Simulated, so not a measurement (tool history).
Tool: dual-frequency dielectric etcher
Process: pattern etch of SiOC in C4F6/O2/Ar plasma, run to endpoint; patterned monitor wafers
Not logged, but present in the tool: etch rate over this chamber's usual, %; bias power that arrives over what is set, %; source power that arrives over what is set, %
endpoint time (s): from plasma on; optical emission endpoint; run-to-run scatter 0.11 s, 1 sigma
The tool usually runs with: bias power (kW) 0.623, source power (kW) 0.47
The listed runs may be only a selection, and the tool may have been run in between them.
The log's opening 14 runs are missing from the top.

run	hour	bias power (kW)	source power (kW)	wafers since the last listed run	hours since the last wet clean	hours since the last bias power generator calibration	hours since the last source power generator calibration	hours since the last upper electrode change	incoming incoming film thickness, nm	endpoint time (s)
15	1107.2	0.623	0.47	1135	437.5	133.3	4863.1	3683	48.9	14.5
# hour 1126.3: source power generator calibrated
# hour 1169: wet clean of the chamber
# hour 1320.9: upper electrode replaced
16	1407.9	0.623	0.47	3524	238.9	434	281.6	87	47.96	14.2
17	1597.4	0.666	0.37	2685	428.4	623.5	471.1	276.5	48.14	15.3
18	1643.2	0.547	0.56	649	474.2	669.3	516.9	322.3	48.22	14.3
19	1702.8	0.683	0.42	844	533.8	728.9	576.5	381.9	48.17	14.5
# hour 1770.6: wet clean of the chamber
20	1795.4	0.73	0.35	972	24.8	821.5	669.1	474.5	48.42	14.6
21	1845.8	0.777	0.47	714	75.2	871.9	719.5	524.9	47.99	12.9
22	1935.2	0.623	0.56	1266	164.6	961.3	808.9	614.3	48.29	13.4
23	2198.1	0.623	0.47	3725	427.5	1224.2	1071.8	877.2	48.02	14.4
24	2297.5	0.669	0.37	1408	526.9	1323.6	1171.2	976.6	48.87	15.6
# hour 2379.4: wet clean of the chamber
25	2379.9	0.683	0.56	827	0.5	1406	1253.6	1059	48.63	12.9
26	2420.2	0.623	0.47	571	40.8	1446.3	1293.9	1099.3	48.39	13.9
27	2511.3	0.571	0.53	1290	131.9	1537.4	1385	1190.4	48.33	14
28	2552.9	0.481	0.54	589	173.5	1579	1426.6	1232	48.81	15
29	2618.1	0.697	0.53	923	238.7	1644.2	1491.8	1297.2	48.65	13.3
30	2720.3	0.623	0.42	1448	340.9	1746.4	1594	1399.4	48.48	14.8
31	2811.2	0.547	0.56	1288	431.8	1837.3	1684.9	1490.3	48.24	14.4

Branching from run 31: 5 alternative next runs. What would each branch give?
A	2811.6	0.623	0.55	5	432.2	1837.7	1685.3	1490.7	49.24	?
B	2811.6	0.623	0.38	5	432.2	1837.7	1685.3	1490.7	49.24	?
C	2811.6	0.623	0.43	5	432.2	1837.7	1685.3	1490.7	49.24	?
D	2811.6	0.623	0.57	5	432.2	1837.7	1685.3	1490.7	49.24	?
E	2811.6	0.69	0.44	5	432.2	1837.7	1685.3	1490.7	49.24	?

run	endpoint time (s)
A	13.9
B	15.6
C	15
D	13.8
E	14.4
The same runs, with their run-to-run variation unchanged, on a tool lacking any hidden condition would have given:
run	endpoint time (s)
A	13.3
B	14.9
C	14.4
D	13.2
E	13.8

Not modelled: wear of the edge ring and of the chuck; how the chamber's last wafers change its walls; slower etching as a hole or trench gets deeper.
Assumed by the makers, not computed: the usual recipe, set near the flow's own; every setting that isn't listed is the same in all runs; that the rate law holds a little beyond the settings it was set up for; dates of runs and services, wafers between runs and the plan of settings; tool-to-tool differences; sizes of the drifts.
